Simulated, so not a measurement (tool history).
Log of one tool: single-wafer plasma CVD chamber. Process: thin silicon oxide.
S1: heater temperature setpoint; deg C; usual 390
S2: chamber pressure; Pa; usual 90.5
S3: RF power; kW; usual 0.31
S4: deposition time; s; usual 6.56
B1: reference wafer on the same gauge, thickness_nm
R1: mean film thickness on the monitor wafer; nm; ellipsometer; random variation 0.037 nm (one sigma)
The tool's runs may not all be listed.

run 1 hour=0 | S1=390 S2=90.5 S3=0.31 S4=6.56 | B1=10.799 | R1=11.103
run 2 hour=47.1 | S1=390 S2=90.5 S3=0.31 S4=6.56 | B1=10.818 | R1=11.157
run 3 hour=139.5 | S1=390 S2=90.5 S3=0.31 S4=6.56 | B1=10.817 | R1=11.139
run 4 hour=216.3 | S1=390 S2=90.5 S3=0.31 S4=6.56 | B1=10.811 | R1=11.19
run 5 hour=268.9 | S1=390 S2=90.5 S3=0.31 S4=6.56 | B1=10.809 | R1=11.17
run 6 hour=351.3 | S1=390 S2=90.5 S3=0.31 S4=7.17 | B1=10.82 | R1=12.182
run 7 hour=430.9 | S1=390 S2=90.5 S3=0.31 S4=7.17 | B1=10.831 | R1=12.167
run 8 hour=512.5 | S1=390 S2=90.5 S3=0.31 S4=7.17 | B1=10.836 | R1=12.232
run 9 hour=572.1 | S1=390 S2=90.5 S3=0.31 S4=6.56 | B1=10.839 | R1=11.169
run 10 hour=636.2 | S1=390 S2=90.5 S3=0.31 S4=6.56 | B1=10.85 | R1=11.175
-- hour=644.9 RF generator calibrated
run 11 hour=707.4 | S1=393 S2=90.5 S3=0.31 S4=6.56 | B1=10.855 | R1=11.154
-- hour=757.7 showerhead replaced
run 12 hour=797.7 | S1=390 S2=90.5 S3=0.31 S4=6.56 | B1=10.855 | R1=11.177
run 13 hour=888 | S1=390 S2=90.5 S3=0.31 S4=6.56 | B1=10.858 | R1=11.201
run 14 hour=961.5 | S1=390 S2=90.5 S3=0.275 S4=6.56 | B1=10.847 | R1=10.586
run 15 hour=1011.4 | S1=390 S2=73.6 S3=0.31 S4=6.56 | B1=10.842 | R1=9.052
run 16 hour=1106.4 | S1=390 S2=90.5 S3=0.31 S4=6.56 | B1=10.849 | R1=11.127
run 17 hour=1167.1 | S1=390 S2=74.5 S3=0.31 S4=7.22 | B1=10.869 | R1=10.094
run 18 hour=1251.8 | S1=390 S2=90.5 S3=0.285 S4=5.64 | B1=10.859 | R1=9.284
run 19 hour=1331.1 | S1=380 S2=112.5 S3=0.345 S4=7.84 | B1=10.857 | R1=17.297
-- hour=1405.2 capacitance manometer re-zeroed and calibrated
run 20 hour=1428.9 | S1=403 S2=74.4 S3=0.33 S4=5.55 | B1=10.851 | R1=7.84
run 21 hour=1497.1 | S1=381 S2=90.5 S3=0.31 S4=5.34 | B1=10.857 | R1=9.164
run 22 hour=1596.8 | S1=376 S2=90.5 S3=0.285 S4=6.56 | B1=10.84 | R1=10.841
-- hour=1625.1 gauge calibrated
run 23 hour=1700.2 | S1=404 S2=104.8 S3=0.37 S4=7.49 | B1=10.532 | R1=15.178
-- hour=1810.3 RF generator calibrated
-- hour=1892.7 thermocouple changed; heater temperature recalibrated
run 24 hour=1983 | S1=396 S2=80.7 S3=0.265 S4=5.5 | B1=10.626 | R1=7.523
run 25 hour=2055 | S1=395 S2=90.5 S3=0.31 S4=5.6 | B1=10.626 | R1=9.29
run 26 hour=2177 | S1=390 S2=100.5 S3=0.37 S4=6.56 | B1=10.657 | R1=13.039
run 27 hour=2275.4 | S1=390 S2=90.5 S3=0.31 S4=6.16 | B1=10.67 | R1=10.343
run 28 hour=2314 | S1=390 S2=90.5 S3=0.31 S4=6.56 | B1=10.688 | R1=11.017
run 29 hour=2591.8 | S1=390 S2=107.2 S3=0.31 S4=6.17 | B1=10.706 | R1=12.179

3 ways to go on from here, each from the tool as it stands after run 29. What would each give?
run A hour=2592.2 | S1=390 S2=90.5 S3=0.265 S4=6.56 | B1=? | R1=?
run B hour=2592.2 | S1=396 S2=102 S3=0.31 S4=7.25 | B1=? | R1=?
run C hour=2592.2 | S1=376 S2=98.9 S3=0.25 S4=5.92 | B1=? | R1=?

run=A B1=10.691 R1=10.231
run=B B1=10.691 R1=13.641
run=C B1=10.691 R1=9.869
Without the tool's hidden state the same runs would have given:
run=A R1=10.025
run=B R1=13.366
run=C R1=9.67
